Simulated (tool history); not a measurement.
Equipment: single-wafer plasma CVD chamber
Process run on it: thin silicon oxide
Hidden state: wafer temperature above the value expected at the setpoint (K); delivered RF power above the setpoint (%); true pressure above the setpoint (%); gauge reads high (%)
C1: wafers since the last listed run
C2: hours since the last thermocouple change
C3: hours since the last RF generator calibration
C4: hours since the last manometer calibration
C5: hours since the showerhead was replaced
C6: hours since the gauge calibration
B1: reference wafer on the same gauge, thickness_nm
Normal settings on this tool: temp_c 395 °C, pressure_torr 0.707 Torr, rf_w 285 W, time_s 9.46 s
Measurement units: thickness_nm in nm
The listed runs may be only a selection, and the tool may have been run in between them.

run 1 hour=0.0 | temp_c=395 pressure_torr=0.707 rf_w=305 time_s=9.46 | C1=0 C2=1479.1 C3=1004.5 C4=2655.6 C5=3393.2 C6=1476.8 | B1=12.713 | thickness_nm=12.588
run 2 hour=42.3 | temp_c=395 pressure_torr=0.707 rf_w=305 time_s=9.46 | C1=1535 C2=1521.4 C3=1046.8 C4=2697.9 C5=3435.5 C6=1519.1 | B1=12.709 | thickness_nm=12.651
-- hour=67.0 capacitance manometer re-zeroed and calibrated
run 3 hour=233.3 | temp_c=395 pressure_torr=0.707 rf_w=285 time_s=9.46 | C1=6643 C2=1712.4 C3=1237.8 C4=166.3 C5=3626.5 C6=1710.1 | B1=12.686 | thickness_nm=12.888
run 4 hour=261.1 | temp_c=395 pressure_torr=0.707 rf_w=285 time_s=9.46 | C1=1009 C2=1740.2 C3=1265.6 C4=194.1 C5=3654.3 C6=1737.9 | B1=12.716 | thickness_nm=12.904
-- hour=439.1 RF generator calibrated
run 5 hour=470.7 | temp_c=395 pressure_torr=0.707 rf_w=285 time_s=9.46 | C1=7319 C2=1949.8 C3=31.6 C4=403.7 C5=3863.9 C6=1947.5 | B1=12.694 | thickness_nm=13.119
run 6 hour=502.6 | temp_c=395 pressure_torr=0.707 rf_w=285 time_s=9.46 | C1=1158 C2=1981.7 C3=63.5 C4=435.6 C5=3895.8 C6=1979.4 | B1=12.686 | thickness_nm=12.952
run 7 hour=531.6 | temp_c=395 pressure_torr=0.707 rf_w=285 time_s=9.46 | C1=1052 C2=2010.7 C3=92.5 C4=464.6 C5=3924.8 C6=2008.4 | B1=12.717 | thickness_nm=12.957
run 8 hour=563.5 | temp_c=395 pressure_torr=0.707 rf_w=285 time_s=9.46 | C1=1158 C2=2042.6 C3=124.4 C4=496.5 C5=3956.7 C6=2040.3 | B1=12.745 | thickness_nm=12.856
run 9 hour=602.2 | temp_c=395 pressure_torr=0.707 rf_w=285 time_s=9.46 | C1=1405 C2=2081.3 C3=163.1 C4=535.2 C5=3995.4 C6=2079.0 | B1=12.696 | thickness_nm=12.867
run 10 hour=645.1 | temp_c=395 pressure_torr=0.707 rf_w=285 time_s=9.46 | C1=1557 C2=2124.2 C3=206.0 C4=578.1 C5=4038.3 C6=2121.9 | B1=12.733 | thickness_nm=12.886
run 11 hour=712.0 | temp_c=399 pressure_torr=0.542 rf_w=230 time_s=7.93 | C1=2428 C2=2191.1 C3=272.9 C4=645.0 C5=4105.2 C6=2188.8 | B1=12.684 | thickness_nm=7.443
run 12 hour=753.7 | temp_c=395 pressure_torr=0.773 rf_w=285 time_s=8.41 | C1=1513 C2=2232.8 C3=314.6 C4=686.7 C5=4146.9 C6=2230.5 | B1=12.723 | thickness_nm=12.419
run 13 hour=782.5 | temp_c=387 pressure_torr=0.537 rf_w=285 time_s=9.46 | C1=1045 C2=2261.6 C3=343.4 C4=715.5 C5=4175.7 C6=2259.3 | B1=12.702 | thickness_nm=9.542
run 14 hour=850.2 | temp_c=395 pressure_torr=0.707 rf_w=305 time_s=9.46 | C1=2457 C2=2329.3 C3=411.1 C4=783.2 C5=4243.4 C6=2327.0 | B1=12.700 | thickness_nm=12.863
-- hour=879.8 thermocouple changed; heater temperature recalibrated
run 15 hour=880.3 | temp_c=407 pressure_torr=0.639 rf_w=285 time_s=9.46 | C1=802 C2=0.5 C3=441.2 C4=813.3 C5=4273.5 C6=2357.1 | B1=12.679 | thickness_nm=11.208
run 16 hour=920.6 | temp_c=395 pressure_torr=0.707 rf_w=285 time_s=9.46 | C1=1463 C2=40.8 C3=481.5 C4=853.6 C5=4313.8 C6=2397.4 | B1=12.692 | thickness_nm=12.582
-- hour=947.8 showerhead replaced
run 17 hour=985.9 | temp_c=395 pressure_torr=0.707 rf_w=270 time_s=9.46 | C1=2080 C2=106.1 C3=546.8 C4=918.9 C5=38.1 C6=2462.7 | B1=12.651 | thickness_nm=12.274
-- hour=1022.0 gauge calibrated
run 18 hour=1029.8 | temp_c=395 pressure_torr=0.707 rf_w=285 time_s=9.46 | C1=1593 C2=150.0 C3=590.7 C4=962.8 C5=82.0 C6=7.8 | B1=12.692 | thickness_nm=12.565
run 19 hour=1094.1 | temp_c=400 pressure_torr=0.532 rf_w=315 time_s=9.46 | C1=2334 C2=214.3 C3=655.0 C4=1027.1 C5=146.3 C6=72.1 | B1=12.722 | thickness_nm=9.591
run 20 hour=1153.8 | temp_c=395 pressure_torr=0.596 rf_w=285 time_s=8.66 | C1=2167 C2=274.0 C3=714.7 C4=1086.8 C5=206.0 C6=131.8 | B1=12.728 | thickness_nm=9.638
run 21 hour=1188.9 | temp_c=407 pressure_torr=0.707 rf_w=285 time_s=11.22 | C1=1274 C2=309.1 C3=749.8 C4=1121.9 C5=241.1 C6=166.9 | B1=12.701 | thickness_nm=14.555
run 22 hour=1216.7 | temp_c=395 pressure_torr=0.707 rf_w=285 time_s=9.46 | C1=1009 C2=336.9 C3=777.6 C4=1149.7 C5=268.9 C6=194.7 | B1=12.706 | thickness_nm=12.514
run 23 hour=1271.9 | temp_c=395 pressure_torr=0.812 rf_w=285 time_s=8.18 | C1=2004 C2=392.1 C3=832.8 C4=1204.9 C5=324.1 C6=249.9 | B1=12.676 | thickness_nm=12.243
run 24 hour=1341.6 | temp_c=409 pressure_torr=0.707 rf_w=300 time_s=8.50 | C1=2530 C2=461.8 C3=902.5 C4=1274.6 C5=393.8 C6=319.6 | B1=12.714 | thickness_nm=11.223
run 25 hour=1404.4 | temp_c=386 pressure_torr=0.707 rf_w=285 time_s=10.61 | C1=2279 C2=524.6 C3=965.3 C4=1337.4 C5=456.6 C6=382.4 | B1=12.664 | thickness_nm=13.845
run 26 hour=1474.6 | temp_c=401 pressure_torr=0.707 rf_w=235 time_s=7.97 | C1=2548 C2=594.8 C3=1035.5 C4=1407.6 C5=526.8 C6=452.6 | B1=12.698 | thickness_nm=9.650
run 27 hour=1513.5 | temp_c=381 pressure_torr=0.847 rf_w=240 time_s=10.72 | C1=1412 C2=633.7 C3=1074.4 C4=1446.5 C5=565.7 C6=491.5 | B1=12.651 | thickness_nm=15.803
run 28 hour=1582.8 | temp_c=395 pressure_torr=0.707 rf_w=285 time_s=9.46 | C1=2515 C2=703.0 C3=1143.7 C4=1515.8 C5=635.0 C6=560.8 | B1=12.696 | thickness_nm=12.247

Results for each run, recomputed without the tool's hidden state and with each run's random variation untouched:
run=1 thickness_nm=13.921
run=2 thickness_nm=14.006
run=3 thickness_nm=13.548
run=4 thickness_nm=13.602
run=5 thickness_nm=13.749
run=6 thickness_nm=13.607
run=7 thickness_nm=13.643
run=8 thickness_nm=13.569
run=9 thickness_nm=13.618
run=10 thickness_nm=13.680
run=11 thickness_nm=7.979
run=12 thickness_nm=13.243
run=13 thickness_nm=10.259
run=14 thickness_nm=13.833
run=15 thickness_nm=12.097
run=16 thickness_nm=13.589
run=17 thickness_nm=13.314
run=18 thickness_nm=13.651
run=19 thickness_nm=10.485
run=20 thickness_nm=10.563
run=21 thickness_nm=15.937
run=22 thickness_nm=13.719
run=23 thickness_nm=13.370
run=24 thickness_nm=12.364
run=25 thickness_nm=15.301
run=26 thickness_nm=10.723
run=27 thickness_nm=17.428
run=28 thickness_nm=13.629
